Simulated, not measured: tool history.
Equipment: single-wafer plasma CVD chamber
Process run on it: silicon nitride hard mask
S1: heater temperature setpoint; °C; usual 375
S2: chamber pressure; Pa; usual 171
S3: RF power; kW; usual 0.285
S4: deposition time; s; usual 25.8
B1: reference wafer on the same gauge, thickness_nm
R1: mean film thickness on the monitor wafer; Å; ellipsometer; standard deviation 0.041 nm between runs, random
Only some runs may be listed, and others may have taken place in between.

run	hour	S1	S2	S3	S4	B1	R1
1	0	375	171	0.285	25.8	23.404	267.11
2	13.9	375	171	0.285	25.8	23.404	267.29
3	23.4	375	171	0.285	25.8	23.413	266.69
4	35.7	375	171	0.3	28.9	23.396	306.1
5	46.7	375	171	0.3	28.9	23.39	305.96
# hour 62.5: thermocouple changed; heater temperature recalibrated
6	63	375	171	0.285	25.8	23.391	266.35
7	63.3	375	171	0.285	25.8	23.4	266.17
# hour 79.3: showerhead replaced
8	79.7	375	155	0.34	23.9	23.401	259.86
# hour 93.6: gauge calibrated
# hour 94.2: RF generator calibrated
9	94.7	375	171	0.285	28.5	23.393	288.71
10	101.3	375	171	0.285	25.8	23.407	260.65
# hour 119.3: RF generator calibrated, repeated, since the last time left the tool worse
11	119.8	361	185	0.245	29	23.381	296.62
# hour 132.8: capacitance manometer re-zeroed and calibrated
12	133.3	361	185	0.245	29	23.398	297.24
13	140.3	375	149	0.285	28.9	23.402	292.53
14	158.2	363	131	0.285	25.8	23.402	247.65
15	189.2	375	128	0.285	25.8	23.391	244.06

Selected run-to-run steps in R1, each split into two signed amounts: the part the tool would show with no hidden state at all (from settings, incoming material and random variation), and the remainder, which goes to the hidden state together with any gauge scatter not common to the measured and the hidden-state-free results:
The tool's hidden condition here consists of: wafer temperature above the value expected at the setpoint (K); delivered RF power above the setpoint (%); true pressure above the setpoint (%); gauge reads high (%).
Run 10 -> 11: S1 375 -> 361, S2 171 -> 185, S3 0.285 -> 0.245, S4 25.8 -> 29, RF generator calibrated, repeated, since the last time left the tool worse. R1 +35.97 Å: hidden state +14.28, all else +21.69.
Run 13 -> 14: S1 375 -> 363, S2 149 -> 131, S4 28.9 -> 25.8. R1 -44.88 Å: hidden state +0.06, all else -44.94.

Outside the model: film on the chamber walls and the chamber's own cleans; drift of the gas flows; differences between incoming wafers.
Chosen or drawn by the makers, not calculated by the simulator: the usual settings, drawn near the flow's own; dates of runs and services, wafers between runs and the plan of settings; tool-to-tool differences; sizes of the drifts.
